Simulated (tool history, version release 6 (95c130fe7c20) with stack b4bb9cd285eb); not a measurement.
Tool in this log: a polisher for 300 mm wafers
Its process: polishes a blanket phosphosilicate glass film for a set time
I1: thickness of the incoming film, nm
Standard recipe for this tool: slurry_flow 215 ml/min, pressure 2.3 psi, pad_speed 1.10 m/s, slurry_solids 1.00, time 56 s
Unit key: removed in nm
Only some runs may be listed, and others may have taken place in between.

{"run": 1, "day": 0.0, "slurry_flow": 215, "pressure": 2.3, "pad_speed": 1.1, "slurry_solids": 1.0, "time": 56, "I1": 3831.9, "removed": 321.8}
{"run": 2, "day": 1.0, "slurry_flow": 215, "pressure": 2.3, "pad_speed": 1.1, "slurry_solids": 1.0, "time": 56, "I1": 3939.5, "removed": 321.4}
{"run": 3, "day": 2.362, "slurry_flow": 215, "pressure": 2.3, "pad_speed": 1.1, "slurry_solids": 1.0, "time": 56, "I1": 3985.1, "removed": 312.6}
{"day": 2.688, "done": "worn pad replaced by a new one"}
{"run": 4, "day": 3.667, "slurry_flow": 215, "pressure": 2.3, "pad_speed": 1.1, "slurry_solids": 1.0, "time": 56, "I1": 3861.9, "removed": 338.7}
{"day": 5.246, "done": "conditioning disc replaced and pad reconditioned"}
{"day": 7.258, "done": "worn pad replaced by a new one"}
{"run": 5, "day": 7.458, "slurry_flow": 215, "pressure": 2.3, "pad_speed": 1.1, "slurry_solids": 1.0, "time": 56, "I1": 3878.4, "removed": 355.2}
{"run": 6, "day": 8.258, "slurry_flow": 215, "pressure": 2.3, "pad_speed": 1.1, "slurry_solids": 1.0, "time": 56, "I1": 3886.4, "removed": 341.6}
{"run": 7, "day": 9.608, "slurry_flow": 215, "pressure": 2.3, "pad_speed": 1.1, "slurry_solids": 1.0, "time": 56, "I1": 3821.2, "removed": 325.0}
{"day": 9.729, "done": "slurry nozzle cleaned"}
{"day": 10.75, "done": "slurry blender recalibrated"}
{"run": 8, "day": 10.771, "slurry_flow": 215, "pressure": 2.3, "pad_speed": 1.1, "slurry_solids": 1.0, "time": 56, "I1": 3887.3, "removed": 319.7}
{"run": 9, "day": 11.721, "slurry_flow": 215, "pressure": 2.3, "pad_speed": 1.1, "slurry_solids": 1.0, "time": 56, "I1": 3843.1, "removed": 318.9}
{"day": 12.008, "done": "worn pad replaced by a new one"}
{"day": 12.167, "done": "conditioning disc replaced and pad reconditioned"}
{"day": 12.692, "done": "head pressure recalibrated"}
{"run": 10, "day": 13.029, "slurry_flow": 215, "pressure": 2.3, "pad_speed": 1.1, "slurry_solids": 1.0, "time": 56, "I1": 3844.8, "removed": 328.5}
{"run": 11, "day": 13.546, "slurry_flow": 150, "pressure": 2.5, "pad_speed": 0.8, "slurry_solids": 1.0, "time": 56, "I1": 3873.8, "removed": 286.6}
{"run": 12, "day": 14.942, "slurry_flow": 215, "pressure": 2.3, "pad_speed": 1.1, "slurry_solids": 0.85, "time": 45, "I1": 3862.0, "removed": 250.7}
{"run": 13, "day": 15.767, "slurry_flow": 215, "pressure": 1.7, "pad_speed": 1.28, "slurry_solids": 1.25, "time": 61, "I1": 3845.0, "removed": 293.8}
{"day": 16.633, "done": "worn pad replaced by a new one"}
{"run": 14, "day": 16.675, "slurry_flow": 155, "pressure": 2.3, "pad_speed": 1.22, "slurry_solids": 1.0, "time": 39, "I1": 3951.4, "removed": 247.7}
{"run": 15, "day": 17.188, "slurry_flow": 215, "pressure": 2.3, "pad_speed": 1.44, "slurry_solids": 1.0, "time": 56, "I1": 3884.1, "removed": 402.5}
{"run": 16, "day": 17.821, "slurry_flow": 215, "pressure": 2.3, "pad_speed": 1.1, "slurry_solids": 1.0, "time": 56, "I1": 3855.4, "removed": 332.6}
{"run": 17, "day": 18.579, "slurry_flow": 150, "pressure": 2.5, "pad_speed": 0.8, "slurry_solids": 1.0, "time": 56, "I1": 3863.7, "removed": 280.4}
{"day": 19.512, "done": "conditioning disc replaced and pad reconditioned"}
{"run": 18, "day": 19.725, "slurry_flow": 215, "pressure": 2.9, "pad_speed": 1.1, "slurry_solids": 1.15, "time": 56, "I1": 3856.3, "removed": 414.9}
{"day": 20.754, "done": "worn pad replaced by a new one"}
{"run": 19, "day": 20.775, "slurry_flow": 145, "pressure": 2.3, "pad_speed": 1.1, "slurry_solids": 1.1, "time": 63, "I1": 3895.1, "removed": 382.0}

What if the next run were any one of these 3? Each begins from the tool's condition after run 19:
{"run": "A", "day": 20.792, "slurry_flow": 215, "pressure": 2.3, "pad_speed": 1.1, "slurry_solids": 1.0, "time": 56, "I1": 3933.0, "removed": "?"}
{"run": "B", "day": 20.792, "slurry_flow": 290, "pressure": 2.3, "pad_speed": 0.86, "slurry_solids": 0.75, "time": 56, "I1": 3933.0, "removed": "?"}
{"run": "C", "day": 20.792, "slurry_flow": 270, "pressure": 2.3, "pad_speed": 1.1, "slurry_solids": 1.3, "time": 74, "I1": 3933.0, "removed": "?"}

run=A removed=354.7
run=B removed=302.8
run=C removed=512.1
Had the tool no hidden state, the same runs would have come out as:
run=A removed=359.5
run=B removed=306.9
run=C removed=519.0
